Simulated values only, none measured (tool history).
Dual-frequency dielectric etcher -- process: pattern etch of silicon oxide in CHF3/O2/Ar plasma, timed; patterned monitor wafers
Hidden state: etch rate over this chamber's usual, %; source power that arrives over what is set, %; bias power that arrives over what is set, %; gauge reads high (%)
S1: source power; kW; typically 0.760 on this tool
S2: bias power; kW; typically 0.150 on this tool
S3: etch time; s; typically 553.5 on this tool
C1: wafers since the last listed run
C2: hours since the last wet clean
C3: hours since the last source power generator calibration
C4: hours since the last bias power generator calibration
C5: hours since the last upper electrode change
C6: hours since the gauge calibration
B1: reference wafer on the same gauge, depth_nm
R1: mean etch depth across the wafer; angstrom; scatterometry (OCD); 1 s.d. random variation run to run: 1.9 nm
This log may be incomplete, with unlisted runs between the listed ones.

| run | hour | S1 | S2 | S3 | C1 | C2 | C3 | C4 | C5 | C6 | B1 | R1 |
|---|---|---|---|---|---|---|---|---|---|---|---|---|
| 1 | 0.0 | 0.760 | 0.150 | 553.5 | 0 | 436.5 | 2614.9 | 1801.7 | 1681.7 | 532.9 | 1059.9 | 12589 |
| 2 | 33.8 | 0.760 | 0.150 | 553.5 | 89 | 470.3 | 2648.7 | 1835.5 | 1715.5 | 566.7 | 1059.9 | 12626 |
| 3 | 57.9 | 0.760 | 0.177 | 553.5 | 63 | 494.4 | 2672.8 | 1859.6 | 1739.6 | 590.8 | 1060.0 | 13293 |
| 4 | 109.0 | 0.760 | 0.177 | 553.5 | 134 | 545.5 | 2723.9 | 1910.7 | 1790.7 | 641.9 | 1059.5 | 13292 |
| 5 | 155.2 | 0.760 | 0.150 | 553.5 | 121 | 591.7 | 2770.1 | 1956.9 | 1836.9 | 688.1 | 1059.6 | 12562 |
| 6 | 201.5 | 0.760 | 0.150 | 553.5 | 122 | 638.0 | 2816.4 | 2003.2 | 1883.2 | 734.4 | 1060.0 | 12564 |
| 7 | 226.8 | 0.760 | 0.150 | 553.5 | 66 | 663.3 | 2841.7 | 2028.5 | 1908.5 | 759.7 | 1060.2 | 12564 |
|  | 245.8 | gauge calibrated |
|  | 263.9 | wet clean of the chamber |
|  | 271.0 | source power generator calibrated |
|  | 288.5 | upper electrode replaced |
| 8 | 289.0 | 0.580 | 0.175 | 553.5 | 44 | 25.1 | 18.0 | 2090.7 | 0.5 | 43.2 | 1060.0 | 12251 |
| 9 | 300.1 | 0.660 | 0.123 | 666.0 | 29 | 36.2 | 29.1 | 2101.8 | 11.6 | 54.3 | 1060.4 | 13661 |
|  | 331.2 | bias power generator calibrated |
| 10 | 359.9 | 0.760 | 0.150 | 685.5 | 147 | 96.0 | 88.9 | 28.7 | 71.4 | 114.1 | 1060.0 | 15637 |
| 11 | 388.1 | 0.760 | 0.150 | 553.5 | 74 | 124.2 | 117.1 | 56.9 | 99.6 | 142.3 | 1059.9 | 12650 |
| 12 | 455.8 | 0.660 | 0.150 | 553.5 | 178 | 191.9 | 184.8 | 124.6 | 167.3 | 210.0 | 1059.9 | 12060 |
| 13 | 512.5 | 0.660 | 0.123 | 666.0 | 149 | 248.6 | 241.5 | 181.3 | 224.0 | 266.7 | 1059.7 | 13636 |
| 14 | 583.6 | 0.760 | 0.150 | 409.5 | 187 | 319.7 | 312.6 | 252.4 | 295.1 | 337.8 | 1059.8 | 9308 |

Below are 3 alternative next runs, each starting from the tool's condition after run 14. Predict each:
| A | 584.2 | 0.760 | 0.150 | 428.5 | 1 | 320.3 | 313.2 | 253.0 | 295.7 | 338.4 | ? | ? |
| B | 584.2 | 0.700 | 0.126 | 653.5 | 1 | 320.3 | 313.2 | 253.0 | 295.7 | 338.4 | ? | ? |
| C | 584.2 | 0.660 | 0.150 | 463.0 | 1 | 320.3 | 313.2 | 253.0 | 295.7 | 338.4 | ? | ? |

| run | B1 | R1 |
|---|---|---|
| A | 1059.6 | 9752 |
| B | 1059.6 | 13724 |
| C | 1059.6 | 10091 |
Without the tool's unlogged condition, the same runs would have read:
| run | R1 |
|---|---|
| A | 9806 |
| B | 13800 |
| C | 10146 |
